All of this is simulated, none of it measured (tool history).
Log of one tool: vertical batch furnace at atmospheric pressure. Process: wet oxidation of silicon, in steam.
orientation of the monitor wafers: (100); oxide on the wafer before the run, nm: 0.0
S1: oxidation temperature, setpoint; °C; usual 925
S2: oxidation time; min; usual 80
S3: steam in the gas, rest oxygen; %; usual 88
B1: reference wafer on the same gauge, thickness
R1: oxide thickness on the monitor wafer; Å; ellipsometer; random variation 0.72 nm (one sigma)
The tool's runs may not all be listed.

run	hour	S1	S2	S3	B1	R1
1	0	925	80	88	180.76	2156.8
2	55.6	942	80	88	180.54	2561.1
3	126.2	942	80	88	179.84	2531.4
# hour 163.6: gauge calibrated
4	195.6	943	80	88	183.79	2627.3
5	269.8	943	80	88	183.43	2624
6	325.5	943	80	88	183.59	2622.4
7	381.1	925	80	88	183.35	2196.2
8	453.4	925	80	88	183.61	2190.8
9	502.9	925	80	95	183.3	2315.3
10	758.9	925	80	95	182.69	2326.3
11	854.3	925	80	95	182.95	2328.5
12	926	925	80	88	182.3	2181.6
13	1030.4	925	80	88	182.3	2180.7
14	1134.8	925	80	88	181.73	2167.8
15	1207.6	925	80	88	181.63	2157.4
16	1311	925	80	88	180.98	2161.3
# hour 1347.8: steam generator serviced
17	1348.3	925	80	88	180.83	2160.3
18	1393.3	925	80	88	180.65	2159.9
19	1471.4	925	80	88	180.26	2149.7
20	1513.5	933	45	88	179.96	1441.2
21	1575.4	925	80	88	179.85	2156.6
22	1675.1	925	80	84	179.1	2056.2
# hour 1720.7: gauge calibrated
23	1783	912	117	95	184.21	2811.5
24	1859.5	925	80	88	184.26	2201.8
25	1922.9	903	64	88	184.1	1407.8
26	2020.3	925	69.5	80	184.09	1810.8
27	2073.6	925	80	88	184.31	2197.7
# hour 2327.4: thermocouples replaced and temperature profile calibrated
28	2351.1	905	61.5	88	183.69	1386.7
29	2430.1	925	80	95	183.16	2328
30	2503.3	925	115	77	183.15	2645.2
31	2608.7	911	101.5	88	183.09	2301.7
32	2711.5	945	104.5	88	182.51	3263.8
33	2797.3	916	61	88	182.18	1566.4
34	2881.4	910	92.5	82	181.67	1964.4
35	2920	946	69.5	88	181.54	2375
36	2970.6	925	92.5	76	181.41	2169.4
37	3025.8	949	80	93	181.3	2854.3
38	3116.7	904	93.5	97	180.58	2111.9
39	3178.4	925	80	88	180.2	2152.9

3 ways to go on from here, each from the tool as it stands after run 39. What would each give?
A	3183.1	932	80	88	?	?
B	3183.1	936	80	88	?	?
C	3183.1	925	42	88	?	?

run	B1	R1
A	180.29	2314.6
B	180.29	2406.9
C	180.29	1243.9
Without the tool's hidden state the same runs would have given:
run	R1
A	2362.1
B	2456.3
C	1269.4
